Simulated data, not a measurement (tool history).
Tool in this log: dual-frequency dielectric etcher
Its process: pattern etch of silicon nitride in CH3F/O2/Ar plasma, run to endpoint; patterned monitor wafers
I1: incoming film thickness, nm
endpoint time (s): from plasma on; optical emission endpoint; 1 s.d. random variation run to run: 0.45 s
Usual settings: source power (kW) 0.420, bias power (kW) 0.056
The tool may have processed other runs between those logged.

Run 1, hour 0.0: usual settings; I1 61.1. Result: endpoint time (s) 93.6.
Run 2, hour 14.0: usual settings; I1 60.9. Result: endpoint time (s) 93.7.
Run 3, hour 35.7: usual settings; I1 60.8. Result: endpoint time (s) 93.5.
Run 4, hour 71.6: usual settings; I1 60.7. Result: endpoint time (s) 92.9.
Run 5, hour 105.2: usual settings; I1 61.2. Result: endpoint time (s) 93.4.
Run 6, hour 132.2: usual settings but source power (kW) 0.470; I1 60.6. Result: endpoint time (s) 87.6.
At hour 171.2: wet clean of the chamber.
Run 7, hour 171.7: usual settings; I1 60.8. Result: endpoint time (s) 99.1.
Run 8, hour 179.2: usual settings; I1 60.7. Result: endpoint time (s) 99.6.
Run 9, hour 213.1: usual settings but source power (kW) 0.380; I1 61.0. Result: endpoint time (s) 103.8.
Run 10, hour 239.0: usual settings but bias power (kW) 0.061; I1 61.0. Result: endpoint time (s) 96.6.
Run 11, hour 269.7: usual settings but bias power (kW) 0.061; I1 60.8. Result: endpoint time (s) 96.4.
Run 12, hour 303.4: usual settings but bias power (kW) 0.061; I1 61.3. Result: endpoint time (s) 96.7.
Run 13, hour 320.3: usual settings but source power (kW) 0.350, bias power (kW) 0.048; I1 60.8. Result: endpoint time (s) 109.4.
Run 14, hour 343.0: usual settings but source power (kW) 0.480, bias power (kW) 0.046; I1 61.4. Result: endpoint time (s) 94.1.
Run 15, hour 363.5: usual settings; I1 61.5. Result: endpoint time (s) 97.6.
Run 16, hour 386.1: usual settings; I1 60.4. Result: endpoint time (s) 95.1.
Run 17, hour 412.3: usual settings but source power (kW) 0.380, bias power (kW) 0.062; I1 61.2. Result: endpoint time (s) 100.2.
Run 18, hour 426.4: usual settings; I1 60.4. Result: endpoint time (s) 95.2.
Run 19, hour 444.2: usual settings but source power (kW) 0.330, bias power (kW) 0.065; I1 60.9. Result: endpoint time (s) 104.9.
At hour 529.7: bias power generator calibrated.
Run 20, hour 534.4: usual settings but source power (kW) 0.490, bias power (kW) 0.067; I1 60.9. Result: endpoint time (s) 84.7.
At hour 575.8: source power generator calibrated.
At hour 588.8: upper electrode replaced, of another model than before.
Run 21, hour 589.3: usual settings but source power (kW) 0.360; I1 60.9. Result: endpoint time (s) 97.9.
At hour 617.9: wet clean of the chamber.
Run 22, hour 618.4: usual settings; I1 60.2. Result: endpoint time (s) 97.6.
Run 23, hour 634.0: usual settings; I1 61.0. Result: endpoint time (s) 99.9.
Run 24, hour 663.8: usual settings but source power (kW) 0.350, bias power (kW) 0.068; I1 61.0. Result: endpoint time (s) 102.1.
Run 25, hour 688.1: usual settings but source power (kW) 0.500, bias power (kW) 0.063; I1 61.0. Result: endpoint time (s) 91.7.
Run 26, hour 706.5: usual settings but source power (kW) 0.330; I1 60.1. Result: endpoint time (s) 103.5.
Run 27, hour 733.5: usual settings; I1 60.6. Result: endpoint time (s) 97.2.
Run 28, hour 761.6: usual settings but source power (kW) 0.510, bias power (kW) 0.045; I1 61.0. Result: endpoint time (s) 94.3.
Run 29, hour 785.6: usual settings but source power (kW) 0.520, bias power (kW) 0.046; I1 61.2. Result: endpoint time (s) 93.8.

Alternative continuations, all from the tool just after run 29; predict every row:
Run A, hour 786.0: usual settings but source power (kW) 0.520; I1 61.4. Result: endpoint time (s) ?.
Run B, hour 786.0: usual settings but source power (kW) 0.460, bias power (kW) 0.044; I1 61.4. Result: endpoint time (s) ?.
Run C, hour 786.0: usual settings but bias power (kW) 0.060; I1 61.4. Result: endpoint time (s) ?.
Run D, hour 786.0: usual settings but source power (kW) 0.500, bias power (kW) 0.051; I1 61.4. Result: endpoint time (s) ?.

run  endpoint time (s)
  A               92.0
  B               97.8
  C               97.4
  D               94.1
Had the tool no hidden state, the same runs would have come out as:
run  endpoint time (s)
  A               93.1
  B               98.9
  C               98.5
  D               95.1
